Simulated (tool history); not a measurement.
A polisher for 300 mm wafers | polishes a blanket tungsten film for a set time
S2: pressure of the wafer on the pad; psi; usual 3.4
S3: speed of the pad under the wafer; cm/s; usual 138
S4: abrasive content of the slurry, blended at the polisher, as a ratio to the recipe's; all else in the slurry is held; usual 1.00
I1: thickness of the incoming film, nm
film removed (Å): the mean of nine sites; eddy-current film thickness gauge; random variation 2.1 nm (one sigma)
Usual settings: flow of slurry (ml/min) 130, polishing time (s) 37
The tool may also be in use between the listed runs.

run 1 hour=0.0 | flow_of_slurry_(ml/min)=130 S2=2.7 S3=138 S4=1.00 polishing_time_(s)=37 | I1=1314.8 | film_removed_(Å)=1380
-- hour=10.4 worn pad replaced by a new one
run 2 hour=14.2 | flow_of_slurry_(ml/min)=130 S2=3.4 S3=138 S4=1.00 polishing_time_(s)=43 | I1=1304.5 | film_removed_(Å)=1833
run 3 hour=23.5 | flow_of_slurry_(ml/min)=130 S2=3.4 S3=138 S4=1.00 polishing_time_(s)=43 | I1=1323.8 | film_removed_(Å)=1826
run 4 hour=38.9 | flow_of_slurry_(ml/min)=130 S2=3.4 S3=138 S4=1.00 polishing_time_(s)=43 | I1=1303.4 | film_removed_(Å)=1827
-- hour=43.6 slurry nozzle cleaned
run 5 hour=50.5 | flow_of_slurry_(ml/min)=130 S2=3.4 S3=138 S4=1.00 polishing_time_(s)=37 | I1=1321.6 | film_removed_(Å)=1553
-- hour=56.5 head pressure recalibrated
run 6 hour=63.0 | flow_of_slurry_(ml/min)=130 S2=3.4 S3=138 S4=1.00 polishing_time_(s)=37 | I1=1325.1 | film_removed_(Å)=1524
-- hour=69.8 slurry tank refilled with fresh slurry and peroxide
-- hour=72.8 worn pad replaced by a new one, repeated, since the last time left the tool worse
run 7 hour=80.1 | flow_of_slurry_(ml/min)=130 S2=3.4 S3=138 S4=1.00 polishing_time_(s)=37 | I1=1333.9 | film_removed_(Å)=1809
run 8 hour=91.3 | flow_of_slurry_(ml/min)=130 S2=3.4 S3=138 S4=1.00 polishing_time_(s)=37 | I1=1328.6 | film_removed_(Å)=1788
run 9 hour=103.9 | flow_of_slurry_(ml/min)=130 S2=3.4 S3=138 S4=1.00 polishing_time_(s)=37 | I1=1328.0 | film_removed_(Å)=1769
run 10 hour=111.7 | flow_of_slurry_(ml/min)=130 S2=3.4 S3=96 S4=1.25 polishing_time_(s)=37 | I1=1346.7 | film_removed_(Å)=1276
run 11 hour=117.9 | flow_of_slurry_(ml/min)=130 S2=3.4 S3=158 S4=1.00 polishing_time_(s)=32 | I1=1330.4 | film_removed_(Å)=1717
run 12 hour=128.8 | flow_of_slurry_(ml/min)=95 S2=4.4 S3=178 S4=1.00 polishing_time_(s)=37 | I1=1303.0 | film_removed_(Å)=2794
-- hour=137.9 slurry blender recalibrated
-- hour=140.3 slurry tank refilled with fresh slurry and peroxide
-- hour=140.9 worn pad replaced by a new one
run 13 hour=141.4 | flow_of_slurry_(ml/min)=130 S2=3.4 S3=138 S4=1.00 polishing_time_(s)=25 | I1=1323.4 | film_removed_(Å)=1190
run 14 hour=149.8 | flow_of_slurry_(ml/min)=95 S2=4.4 S3=178 S4=1.00 polishing_time_(s)=37 | I1=1345.2 | film_removed_(Å)=2894
run 15 hour=163.5 | flow_of_slurry_(ml/min)=170 S2=3.4 S3=116 S4=0.85 polishing_time_(s)=43 | I1=1318.1 | film_removed_(Å)=1752
run 16 hour=179.2 | flow_of_slurry_(ml/min)=155 S2=3.4 S3=138 S4=0.80 polishing_time_(s)=41 | I1=1318.2 | film_removed_(Å)=1905
run 17 hour=186.5 | flow_of_slurry_(ml/min)=130 S2=3.4 S3=138 S4=1.00 polishing_time_(s)=37 | I1=1343.7 | film_removed_(Å)=1713
run 18 hour=196.4 | flow_of_slurry_(ml/min)=105 S2=3.4 S3=104 S4=0.85 polishing_time_(s)=30 | I1=1327.5 | film_removed_(Å)=974
run 19 hour=211.1 | flow_of_slurry_(ml/min)=150 S2=4.2 S3=138 S4=1.00 polishing_time_(s)=37 | I1=1301.7 | film_removed_(Å)=2105
-- hour=214.3 slurry tank refilled with fresh slurry and peroxide
-- hour=219.7 worn pad replaced by a new one
run 20 hour=220.1 | flow_of_slurry_(ml/min)=130 S2=3.4 S3=180 S4=1.00 polishing_time_(s)=37 | I1=1324.3 | film_removed_(Å)=2381
run 21 hour=233.5 | flow_of_slurry_(ml/min)=130 S2=3.4 S3=138 S4=1.00 polishing_time_(s)=37 | I1=1323.9 | film_removed_(Å)=1770
run 22 hour=243.1 | flow_of_slurry_(ml/min)=130 S2=3.4 S3=138 S4=1.00 polishing_time_(s)=37 | I1=1329.1 | film_removed_(Å)=1765
run 23 hour=252.9 | flow_of_slurry_(ml/min)=155 S2=4.6 S3=108 S4=1.00 polishing_time_(s)=28 | I1=1324.3 | film_removed_(Å)=1436
run 24 hour=270.9 | flow_of_slurry_(ml/min)=130 S2=3.4 S3=138 S4=1.00 polishing_time_(s)=37 | I1=1321.8 | film_removed_(Å)=1734
-- hour=282.3 slurry tank refilled with fresh slurry and peroxide
-- hour=283.2 worn pad replaced by a new one
run 25 hour=283.7 | flow_of_slurry_(ml/min)=160 S2=4.4 S3=138 S4=1.00 polishing_time_(s)=37 | I1=1327.0 | film_removed_(Å)=2339
run 26 hour=293.1 | flow_of_slurry_(ml/min)=130 S2=3.4 S3=138 S4=1.25 polishing_time_(s)=37 | I1=1291.1 | film_removed_(Å)=1834

Measured less the same run without the tool's hidden state. The same run-to-run variation is in both; the gauge's scatter may not be:
The hidden state here: removal rate lost through wear of the pad, %; slurry flow missing at the pad, %; deviation of the head's pressure from its setpoint, %; abrasive missing from the slurry, %; peroxide lost from the slurry, %.
run=1 film_removed_(Å)=-64
run=2 film_removed_(Å)=-228
run=3 film_removed_(Å)=-243
run=4 film_removed_(Å)=-272
run=5 film_removed_(Å)=-250
run=6 film_removed_(Å)=-266
run=7 film_removed_(Å)=-11
run=8 film_removed_(Å)=-27
run=9 film_removed_(Å)=-45
run=10 film_removed_(Å)=-40
run=11 film_removed_(Å)=-63
run=12 film_removed_(Å)=-129
run=13 film_removed_(Å)=-3
run=14 film_removed_(Å)=-27
run=15 film_removed_(Å)=-36
run=16 film_removed_(Å)=-64
run=17 film_removed_(Å)=-68
run=18 film_removed_(Å)=-46
run=19 film_removed_(Å)=-128
run=20 film_removed_(Å)=-2
run=21 film_removed_(Å)=-20
run=22 film_removed_(Å)=-34
run=23 film_removed_(Å)=-39
run=24 film_removed_(Å)=-73
run=25 film_removed_(Å)=-13
run=26 film_removed_(Å)=-25

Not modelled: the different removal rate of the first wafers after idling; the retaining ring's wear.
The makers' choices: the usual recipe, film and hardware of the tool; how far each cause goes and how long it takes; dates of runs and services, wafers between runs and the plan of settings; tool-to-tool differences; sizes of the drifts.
